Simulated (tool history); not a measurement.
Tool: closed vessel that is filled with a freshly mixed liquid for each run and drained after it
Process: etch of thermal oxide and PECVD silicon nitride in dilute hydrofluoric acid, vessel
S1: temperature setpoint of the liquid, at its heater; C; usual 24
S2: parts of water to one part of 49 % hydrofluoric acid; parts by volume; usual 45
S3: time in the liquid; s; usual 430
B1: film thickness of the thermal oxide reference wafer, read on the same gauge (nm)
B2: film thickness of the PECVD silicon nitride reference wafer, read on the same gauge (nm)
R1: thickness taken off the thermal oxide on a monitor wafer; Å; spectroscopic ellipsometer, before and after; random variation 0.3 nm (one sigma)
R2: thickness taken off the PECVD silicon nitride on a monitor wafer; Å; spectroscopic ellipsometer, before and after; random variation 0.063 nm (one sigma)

| run | hour | S1 | S2 | S3 | B1 | B2 | R1 | R2 |
|---|---|---|---|---|---|---|---|---|
| 1 | 0 | 23 | 45 | 360 | 60.01 | 110.01 | 380.1 | 114.3 |
| 2 | 11.1 | 27 | 60 | 180 | 60.02 | 110 | 165.7 | 56.6 |
| 3 | 20.8 | 24 | 45 | 430 | 60 | 109.98 | 471.5 | 145.5 |
| 4 | 34.4 | 24 | 45 | 430 | 59.97 | 109.97 | 477.1 | 146.1 |
| 5 | 85.1 | 24 | 45 | 430 | 59.99 | 110.04 | 473 | 144.6 |
|  | 86.1 | gauge calibrated |
| 6 | 95.5 | 24 | 45 | 430 | 59.99 | 110 | 463 | 144.7 |
| 7 | 107.1 | 22.5 | 45 | 605 | 59.97 | 109.99 | 623.4 | 181.9 |
| 8 | 115.3 | 22.5 | 55 | 430 | 60 | 109.98 | 357.7 | 105.8 |
| 9 | 140.6 | 24 | 45 | 430 | 60.01 | 110.03 | 468.3 | 142.4 |
| 10 | 150.8 | 21 | 35 | 525 | 60 | 109.98 | 644.3 | 181 |
| 11 | 159.6 | 27 | 45 | 335 | 60 | 110 | 403.3 | 135.4 |
| 12 | 165.8 | 24 | 55 | 340 | 59.99 | 109.99 | 297.6 | 92.6 |
| 13 | 172.5 | 28.5 | 35 | 540 | 60 | 109.99 | 905 | 305.3 |
| 14 | 184.5 | 23 | 45 | 360 | 60 | 110.03 | 371 | 110.3 |
| 15 | 196.7 | 24 | 35 | 315 | 59.98 | 109.99 | 438.3 | 131 |
| 16 | 211.3 | 20.5 | 45 | 430 | 60.03 | 110.03 | 398.1 | 109.9 |
| 17 | 221.2 | 24 | 45 | 430 | 60.02 | 110 | 459.5 | 140.7 |
| 18 | 237.3 | 24 | 45 | 430 | 60 | 110.03 | 463.3 | 139.7 |
| 19 | 247.9 | 24 | 60 | 210 | 59.99 | 110 | 165.5 | 51.5 |
| 20 | 261 | 27.5 | 55 | 430 | 60.01 | 109.99 | 426.1 | 143.8 |
| 21 | 305.8 | 25.5 | 55 | 505 | 59.99 | 109.97 | 457.7 | 146.8 |
| 22 | 323.1 | 26.5 | 25 | 620 | 59.99 | 109.99 | 1361.4 | 415.2 |
| 23 | 331.7 | 24 | 45 | 430 | 60 | 110.01 | 456.4 | 137 |
| 24 | 347.3 | 25.5 | 45 | 255 | 59.98 | 109.98 | 288.6 | 89 |
| 25 | 363.9 | 24 | 40 | 230 | 60 | 110.01 | 272.2 | 81.6 |

Forecast each of these 5 alternatives for the next run:
| A | 364.7 | 20 | 45 | 430 | ? | ? | ? | ? |
| B | 364.7 | 21.5 | 45 | 260 | ? | ? | ? | ? |
| C | 364.7 | 19.5 | 30 | 430 | ? | ? | ? | ? |
| D | 364.7 | 21 | 30 | 240 | ? | ? | ? | ? |
| E | 364.7 | 27 | 25 | 665 | ? | ? | ? | ? |

| run | B1 | B2 | R1 | R2 |
|---|---|---|---|---|
| A | 59.99 | 109.98 | 378.2 | 103.2 |
| B | 59.99 | 109.98 | 243.8 | 69.3 |
| C | 59.99 | 109.98 | 565 | 147.4 |
| D | 59.99 | 109.98 | 336.6 | 91.5 |
| E | 59.99 | 109.98 | 1452.8 | 456.8 |
Without the tool's hidden state the same runs would have given:
| run | R1 | R2 |
|---|---|---|
| A | 417.4 | 118 |
| B | 269 | 79.2 |
| C | 624 | 168.7 |
| D | 371.5 | 104.6 |
| E | 1599.4 | 520.2 |
